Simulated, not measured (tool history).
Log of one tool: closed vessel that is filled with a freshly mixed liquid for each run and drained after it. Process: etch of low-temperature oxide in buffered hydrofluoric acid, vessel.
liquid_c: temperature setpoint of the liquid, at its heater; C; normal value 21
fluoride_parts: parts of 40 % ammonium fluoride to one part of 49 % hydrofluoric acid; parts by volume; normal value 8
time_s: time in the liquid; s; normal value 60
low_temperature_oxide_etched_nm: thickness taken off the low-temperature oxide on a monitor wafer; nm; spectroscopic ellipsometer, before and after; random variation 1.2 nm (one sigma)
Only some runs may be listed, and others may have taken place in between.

run,hour,liquid_c,fluoride_parts,time_s,wafers since the last listed run,hours since the thermometer was replaced,hours since the hydrofluoric acid flow meter was replaced,hours since the gauge calibration,"read-back film thickness of the low-temperature oxide reference wafer, read on the same gauge (nm)",low_temperature_oxide_etched_nm
1,0,21,8,60,0,1914.6,1322.9,60,59.97,156.83
2,15.5,21,8,60,1772,1930.1,1338.4,75.5,59.99,156.44
3,38,21,8,60,2573,1952.6,1360.9,98,60.01,155.88
4,70.9,21,8,60,3763,1985.5,1393.8,130.9,60.01,154.28
5,117,21,8,60,5273,2031.6,1439.9,177,60.03,154.16
6,132.2,21,8,60,1738,2046.8,1455.1,192.2,59.97,152.97
7,220.7,21,8,60,10123,2135.3,1543.6,280.7,60.02,152.77
8,239.7,21,8,60,2173,2154.3,1562.6,299.7,59.97,153
9,254.9,21,8,60,1738,2169.5,1577.8,314.9,60.01,150.19
10,277.2,17,9.5,50,2550,2191.8,1600.1,337.2,60.02,87.41
# hour 290.8: hydrofluoric acid flow meter replaced
# hour 291.4: thermometer replaced
11,298.1,22.5,5,80,2203,6.7,7.3,358.1,60.05,441.03
12,323.6,21,11,30,2916,32.2,32.8,383.6,60.03,74.23
# hour 331.7: gauge calibrated
13,346.6,21,10,60,2630,55.2,55.8,14.9,60,161.3
14,371.3,17.5,7,50,2825,79.9,80.5,39.6,60.02,154.79
15,386.7,21,8,60,1761,95.3,95.9,55,59.99,191.83
16,420.5,21,8,60,3866,129.1,129.7,88.8,59.99,193.8
17,454.8,21,8,60,3923,163.4,164,123.1,60.05,192.85
18,469.2,17,8,60,1647,177.8,178.4,137.5,60.03,153.24

What if the next run were any one of these 4? Each begins from the tool's condition after run 18:
A,469.9,25,8,60,80,178.5,179.1,138.2,?,?
B,469.9,17.5,8,60,80,178.5,179.1,138.2,?,?
C,469.9,21,8,50,80,178.5,179.1,138.2,?,?
D,469.9,17.5,9,60,80,178.5,179.1,138.2,?,?

run,"read-back film thickness of the low-temperature oxide reference wafer, read on the same gauge (nm)",low_temperature_oxide_etched_nm
A,60,239.29
B,60,157.66
C,60,160.04
D,60,139.82
Without the tool's unlogged condition, the same runs would have read:
run,low_temperature_oxide_etched_nm
A,248.84
B,164.13
C,166.52
D,144.42
